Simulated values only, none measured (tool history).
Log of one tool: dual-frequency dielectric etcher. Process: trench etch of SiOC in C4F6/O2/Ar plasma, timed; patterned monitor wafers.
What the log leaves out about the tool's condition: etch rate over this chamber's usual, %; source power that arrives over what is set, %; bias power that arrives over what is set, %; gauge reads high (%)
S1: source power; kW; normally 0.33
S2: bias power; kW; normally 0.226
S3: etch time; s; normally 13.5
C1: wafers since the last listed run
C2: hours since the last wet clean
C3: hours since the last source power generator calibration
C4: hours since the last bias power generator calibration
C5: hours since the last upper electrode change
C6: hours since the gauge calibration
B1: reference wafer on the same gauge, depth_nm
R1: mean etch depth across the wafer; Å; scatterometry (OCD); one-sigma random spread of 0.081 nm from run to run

{"run": 1, "hour": 0.0, "S1": 0.36, "S2": 0.226, "S3": 13.5, "C1": 0, "C2": 451.5, "C3": 1610.5, "C4": 2527, "C5": 4413.3, "C6": 2322.6, "B1": 31.12, "R1": 269.6}
{"run": 2, "hour": 73.9, "S1": 0.33, "S2": 0.226, "S3": 13.5, "C1": 689, "C2": 525.4, "C3": 1684.4, "C4": 2600.9, "C5": 4487.2, "C6": 2396.5, "B1": 31.09, "R1": 261}
{"hour": 112.8, "done": "wet clean of the chamber"}
{"run": 3, "hour": 157.0, "S1": 0.29, "S2": 0.268, "S3": 13.5, "C1": 551, "C2": 44.2, "C3": 1767.5, "C4": 2684, "C5": 4570.3, "C6": 2479.6, "B1": 31.13, "R1": 267.9}
{"run": 4, "hour": 219.8, "S1": 0.29, "S2": 0.268, "S3": 13.5, "C1": 585, "C2": 107, "C3": 1830.3, "C4": 2746.8, "C5": 4633.1, "C6": 2542.4, "B1": 31.07, "R1": 269.9}
{"hour": 274.1, "done": "upper electrode replaced, of another model than before"}
{"run": 5, "hour": 274.6, "S1": 0.29, "S2": 0.268, "S3": 13.5, "C1": 287, "C2": 161.8, "C3": 1885.1, "C4": 2801.6, "C5": 0.5, "C6": 2597.2, "B1": 31.11, "R1": 260.1}
{"run": 6, "hour": 305.9, "S1": 0.33, "S2": 0.226, "S3": 13.5, "C1": 291, "C2": 193.1, "C3": 1916.4, "C4": 2832.9, "C5": 31.8, "C6": 2628.5, "B1": 31.09, "R1": 259.9}
{"run": 7, "hour": 361.7, "S1": 0.33, "S2": 0.226, "S3": 13.5, "C1": 520, "C2": 248.9, "C3": 1972.2, "C4": 2888.7, "C5": 87.6, "C6": 2684.3, "B1": 31.15, "R1": 258.8}
{"run": 8, "hour": 403.2, "S1": 0.33, "S2": 0.226, "S3": 13.5, "C1": 387, "C2": 290.4, "C3": 2013.7, "C4": 2930.2, "C5": 129.1, "C6": 2725.8, "B1": 31.12, "R1": 259.6}
{"run": 9, "hour": 467.0, "S1": 0.33, "S2": 0.226, "S3": 13.5, "C1": 594, "C2": 354.2, "C3": 2077.5, "C4": 2994, "C5": 192.9, "C6": 2789.6, "B1": 31.12, "R1": 260.2}
{"hour": 663.8, "done": "wet clean of the chamber"}
{"run": 10, "hour": 754.7, "S1": 0.3, "S2": 0.243, "S3": 11.5, "C1": 2459, "C2": 90.9, "C3": 2365.2, "C4": 3281.7, "C5": 480.6, "C6": 3077.3, "B1": 31.14, "R1": 217.5}
{"run": 11, "hour": 812.2, "S1": 0.33, "S2": 0.226, "S3": 13.5, "C1": 536, "C2": 148.4, "C3": 2422.7, "C4": 3339.2, "C5": 538.1, "C6": 3134.8, "B1": 31.1, "R1": 257.9}
{"run": 12, "hour": 876.8, "S1": 0.33, "S2": 0.226, "S3": 13.5, "C1": 602, "C2": 213, "C3": 2487.3, "C4": 3403.8, "C5": 602.7, "C6": 3199.4, "B1": 31.1, "R1": 259.6}
{"run": 13, "hour": 967.4, "S1": 0.33, "S2": 0.226, "S3": 13.5, "C1": 844, "C2": 303.6, "C3": 2577.9, "C4": 3494.4, "C5": 693.3, "C6": 3290, "B1": 31.12, "R1": 259.5}
{"run": 14, "hour": 1071.3, "S1": 0.31, "S2": 0.269, "S3": 11.5, "C1": 968, "C2": 407.5, "C3": 2681.8, "C4": 3598.3, "C5": 797.2, "C6": 3393.9, "B1": 31.1, "R1": 226.2}
{"hour": 1108.1, "done": "bias power generator calibrated"}
{"run": 15, "hour": 1127.9, "S1": 0.38, "S2": 0.178, "S3": 11.5, "C1": 490, "C2": 464.1, "C3": 2738.4, "C4": 19.8, "C5": 853.8, "C6": 3450.5, "B1": 31.08, "R1": 218.4}
{"hour": 1168.1, "done": "wet clean of the chamber"}
{"run": 16, "hour": 1181.1, "S1": 0.3, "S2": 0.243, "S3": 12.5, "C1": 272, "C2": 13, "C3": 2791.6, "C4": 73, "C5": 907, "C6": 3503.7, "B1": 31.08, "R1": 236.1}
{"run": 17, "hour": 1285.0, "S1": 0.33, "S2": 0.243, "S3": 11, "C1": 968, "C2": 116.9, "C3": 2895.5, "C4": 176.9, "C5": 1010.9, "C6": 3607.6, "B1": 31.14, "R1": 215}
{"run": 18, "hour": 1335.6, "S1": 0.36, "S2": 0.226, "S3": 13.5, "C1": 471, "C2": 167.5, "C3": 2946.1, "C4": 227.5, "C5": 1061.5, "C6": 3658.2, "B1": 31.1, "R1": 268.6}
{"hour": 1371.9, "done": "gauge calibrated"}
{"run": 19, "hour": 1383.2, "S1": 0.29, "S2": 0.226, "S3": 13.5, "C1": 443, "C2": 215.1, "C3": 2993.7, "C4": 275.1, "C5": 1109.1, "C6": 11.3, "B1": 31.11, "R1": 246.2}
{"hour": 1461.5, "done": "source power generator calibrated"}
{"run": 20, "hour": 1477.3, "S1": 0.33, "S2": 0.226, "S3": 16.5, "C1": 840, "C2": 309.2, "C3": 15.8, "C4": 369.2, "C5": 1203.2, "C6": 105.4, "B1": 31.08, "R1": 322.1}
{"run": 21, "hour": 1575.8, "S1": 0.29, "S2": 0.204, "S3": 16, "C1": 918, "C2": 407.7, "C3": 114.3, "C4": 467.7, "C5": 1301.7, "C6": 203.9, "B1": 31.11, "R1": 287.5}
{"run": 22, "hour": 1649.8, "S1": 0.39, "S2": 0.275, "S3": 16, "C1": 690, "C2": 481.7, "C3": 188.3, "C4": 541.7, "C5": 1375.7, "C6": 277.9, "B1": 31.12, "R1": 356.1}

Expected results for the next run?
{"run": 23, "hour": 1722.4, "S1": 0.33, "S2": 0.226, "S3": 13.5, "C1": 677, "C2": 554.3, "C3": 260.9, "C4": 614.3, "C5": 1448.3, "C6": 350.5, "B1": "?", "R1": "?"}

{"run 23": {"B1": 31.12, "R1": 263.4}}
Were there no unlogged condition in the tool, this run, its random variation unchanged, would have produced R1 263.3 Å.

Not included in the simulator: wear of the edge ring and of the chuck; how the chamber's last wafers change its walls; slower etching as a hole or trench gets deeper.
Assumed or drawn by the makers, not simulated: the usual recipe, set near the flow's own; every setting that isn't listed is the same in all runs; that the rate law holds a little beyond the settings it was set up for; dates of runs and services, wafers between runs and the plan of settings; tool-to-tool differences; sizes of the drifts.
